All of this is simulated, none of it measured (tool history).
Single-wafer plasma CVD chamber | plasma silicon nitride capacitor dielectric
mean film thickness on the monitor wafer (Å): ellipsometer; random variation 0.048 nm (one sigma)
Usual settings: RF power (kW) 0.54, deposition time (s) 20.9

run	hour	RF power (kW)	deposition time (s)	wafers since the last listed run	hours since the last RF generator calibration	hours since the showerhead was replaced	hours since the gauge calibration	read-back reference wafer on the same gauge, thickness_nm	mean film thickness on the monitor wafer (Å)
1	0	0.54	20.9	0	1585.5	8350.1	312.4	27.094	316.39
2	15.3	0.54	20.9	424	1600.8	8365.4	327.7	27.099	316.56
3	44.5	0.54	20.9	810	1630	8394.6	356.9	27.108	316.29
4	57.6	0.54	20.9	363	1643.1	8407.7	370	27.108	316.32
5	88.5	0.54	20.9	857	1674	8438.6	400.9	27.1	316.22
6	102.5	0.54	20.9	388	1688	8452.6	414.9	27.095	315.69
7	121.3	0.54	20.9	521	1706.8	8471.4	433.7	27.109	316.77
8	156.6	0.54	20.9	979	1742.1	8506.7	469	27.103	316.17
9	188.4	0.54	20.9	882	1773.9	8538.5	500.8	27.102	315.88
10	211.5	0.54	17.7	641	1797	8561.6	523.9	27.102	267.91
# hour 212.8: gauge calibrated
11	234.5	0.45	23.4	638	1820	8584.6	21.7	27.097	333.54
# hour 269.3: RF generator calibrated
12	269.8	0.54	20.9	757	0.5	8619.9	57	27.099	311.23
13	285.9	0.435	22.7	446	16.6	8636	73.1	27.102	315.21
14	302.6	0.54	20.9	463	33.3	8652.7	89.8	27.095	311.31
15	334.6	0.605	24.3	888	65.3	8684.7	121.8	27.103	374.06
# hour 357.3: RF generator calibrated, repeated, since the last time left the tool worse
# hour 362.2: showerhead replaced
16	362.7	0.54	20.9	420	5.4	0.5	149.9	27.105	321.52
17	376.4	0.465	20.9	380	19.1	14.2	163.6	27.106	306.12
18	397	0.495	18.1	571	39.7	34.8	184.2	27.1	271.66
19	423.9	0.54	20.9	746	66.6	61.7	211.1	27.097	321.65
20	438.4	0.445	22.2	402	81.1	76.2	225.6	27.102	320.23
21	454.8	0.63	17.1	455	97.5	92.6	242	27.091	276.4

Measured less the same run without the tool's hidden state. The same run-to-run variation is in both; the gauge's scatter may not be:
The hidden state here: delivered RF power above the setpoint (%); gauge reads high (%).
run	mean film thickness on the monitor wafer (Å)
1	-5.58
2	-5.59
3	-5.6
4	-5.61
5	-5.63
6	-5.62
7	-5.65
8	-5.65
9	-5.67
10	-4.81
11	-6
12	-10.46
13	-10.76
14	-10.81
15	-13.39
16	-0.15
17	-0.28
18	-0.4
19	-0.73
20	-0.85
21	-0.85
